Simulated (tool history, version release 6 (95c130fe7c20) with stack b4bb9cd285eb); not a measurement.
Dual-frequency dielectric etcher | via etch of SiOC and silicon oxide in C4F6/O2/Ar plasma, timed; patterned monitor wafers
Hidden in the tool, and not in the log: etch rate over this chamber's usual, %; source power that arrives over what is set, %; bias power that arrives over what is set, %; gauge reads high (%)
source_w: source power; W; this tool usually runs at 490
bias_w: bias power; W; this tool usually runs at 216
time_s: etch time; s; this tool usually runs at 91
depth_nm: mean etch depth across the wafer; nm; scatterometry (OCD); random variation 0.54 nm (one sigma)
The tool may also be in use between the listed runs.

run,hour,source_w,bias_w,time_s,wafers since the last listed run,hours since the last wet clean,hours since the last source power generator calibration,hours since the last bias power generator calibration,hours since the last upper electrode change,hours since the gauge calibration,"read-back reference wafer on the same gauge, depth_nm",depth_nm
1,0,490,216,91,0,327.5,2104.4,2684,4039.8,162.3,141.9,132
2,21.5,490,216,91,198,349,2125.9,2705.5,4061.3,183.8,141.8,131.8
3,54.2,490,216,91,301,381.7,2158.6,2738.2,4094,216.5,141.6,131.2
4,83.6,490,192,91,270,411.1,2188,2767.6,4123.4,245.9,141.5,125.1
5,99.5,490,192,91,146,427,2203.9,2783.5,4139.3,261.8,141.3,124.2
6,124.4,490,192,91,229,451.9,2228.8,2808.4,4164.2,286.7,141.1,124.8
7,140.7,540,216,91,150,468.2,2245.1,2824.7,4180.5,303,141.1,135.7
8,161.2,490,216,91,188,488.7,2265.6,2845.2,4201,323.5,141.1,130
9,176.5,490,216,91,140,504,2280.9,2860.5,4216.3,338.8,141,129.9
10,197.1,490,216,91,189,524.6,2301.5,2881.1,4236.9,359.4,140.8,129.9
# hour 201.2: bias power generator calibrated
# hour 242.3: wet clean of the chamber
11,242.8,430,216,91,163,0.5,2347.2,41.6,4282.6,405.1,140.5,124.1
12,246.2,490,167,91,31,3.9,2350.6,45,4286,408.5,140.5,116.7
# hour 252.3: source power generator calibrated
# hour 254.9: gauge calibrated
# hour 276.9: upper electrode replaced
13,277.4,540,216,71,29,35.1,25.1,76.2,0.5,22.5,142.8,107.2
14,286.6,490,192,91,84,44.3,34.3,85.4,9.7,31.7,142.7,125.8
15,315,410,216,105,261,72.7,62.7,113.8,38.1,60.1,142.6,141.1
16,343.4,490,216,116.5,261,101.1,91.1,142.2,66.5,88.5,142.5,168.6
17,356.5,490,216,91,120,114.2,104.2,155.3,79.6,101.6,142.3,131.3
18,381,490,251,91,225,138.7,128.7,179.8,104.1,126.1,142.3,138.6
19,404.8,490,191,91,219,162.5,152.5,203.6,127.9,149.9,142.1,124.5
20,426.9,580,254,91,203,184.6,174.6,225.7,150,172,141.7,149.3
21,446.8,490,191,91,183,204.5,194.5,245.6,169.9,191.9,141.8,124.7
22,487.9,490,216,91,378,245.6,235.6,286.7,211,233,141.5,130.4

Pick out some run-to-run changes in depth_nm. Of each, how much would a tool without hidden state show as well, from the settings, what came in and chance, and how much is left for the hidden state and any gauge scatter not in both results compared?
Run 6 -> 7: source_w 490 -> 540, bias_w 192 -> 216. depth_nm +10.9 nm: hidden state -0.3, all else +11.2.
Run 12 -> 13: source_w 490 -> 540, bias_w 167 -> 216, time_s 91 -> 71, source power generator calibrated, gauge calibrated, upper electrode replaced. depth_nm -9.5 nm: hidden state +1.9, all else -11.4.
Run 15 -> 16: source_w 410 -> 490, time_s 105 -> 116.5. depth_nm +27.5 nm: hidden state -0.3, all else +27.8.
Run 16 -> 17: time_s 116.5 -> 91. depth_nm -37.3 nm: hidden state +0.1, all else -37.4.

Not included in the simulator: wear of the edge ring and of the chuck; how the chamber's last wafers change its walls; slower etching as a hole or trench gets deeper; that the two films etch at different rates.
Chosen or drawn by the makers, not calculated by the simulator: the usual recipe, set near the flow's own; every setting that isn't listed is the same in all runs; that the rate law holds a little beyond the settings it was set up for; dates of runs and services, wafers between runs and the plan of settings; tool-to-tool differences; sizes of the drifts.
